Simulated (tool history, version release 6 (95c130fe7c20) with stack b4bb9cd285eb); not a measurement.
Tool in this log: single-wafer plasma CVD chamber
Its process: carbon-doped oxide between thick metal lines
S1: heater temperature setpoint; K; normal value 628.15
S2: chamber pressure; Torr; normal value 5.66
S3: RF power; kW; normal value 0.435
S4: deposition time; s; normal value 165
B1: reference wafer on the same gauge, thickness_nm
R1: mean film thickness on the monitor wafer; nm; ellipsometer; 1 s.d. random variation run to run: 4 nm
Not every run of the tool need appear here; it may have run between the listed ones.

run,hour,S1,S2,S3,S4,B1,R1
1,0,628.15,5.66,0.435,139,810.705,685.011
2,17.6,617.15,5.66,0.435,165,809.701,836.285
3,31.4,628.15,5.66,0.435,165,809.788,817.81
4,40.2,628.15,5.66,0.435,165,810.008,815.461
5,52.7,628.15,5.66,0.435,165,810.069,817.337
6,65.7,628.15,5.66,0.435,165,810.014,816.776
7,94.2,628.15,5.66,0.435,165,809.63,813.837
8,94.5,621.15,5.66,0.435,165,809.757,830.64
9,100.7,621.15,5.66,0.435,165,810.654,830.902
10,107.5,621.15,5.66,0.435,165,809.61,828.759
11,148.7,628.15,5.66,0.435,139,810.378,691.85
12,163.9,628.15,5.16,0.435,165,810.976,799.755
13,171.6,628.15,5.66,0.395,165,809.304,742.569
14,180.2,628.15,6.25,0.435,165,809.133,838.577
15,186.5,628.15,5.66,0.435,165,809.207,820.755
16,195.6,628.15,5.66,0.435,165,810.055,816.819
17,211.2,628.15,5.66,0.465,165,809.864,861.225
18,220.7,639.15,5.66,0.435,141,810.377,685.499
19,237.9,642.15,4.84,0.395,165,810.637,697.67
20,255.8,615.15,5.66,0.435,135,809.592,690.922

The log once held 5 entries between its listed runs, left out of this copy. Where does each go, and what is different about the tool's unlogged condition between the listed run before it and the listed run after it?
Between runs 6 and 7: showerhead replaced (hour 86.8); thermocouple changed; heater temperature recalibrated (hour 93.7)
  the hidden state is the same at both runs
Between runs 10 and 11: gauge calibrated (hour 122.3); capacitance manometer re-zeroed and calibrated (hour 140.9)
  the hidden state is the same at both runs
Between runs 11 and 12: RF generator calibrated (hour 158.7)
  the hidden state is the same at both runs
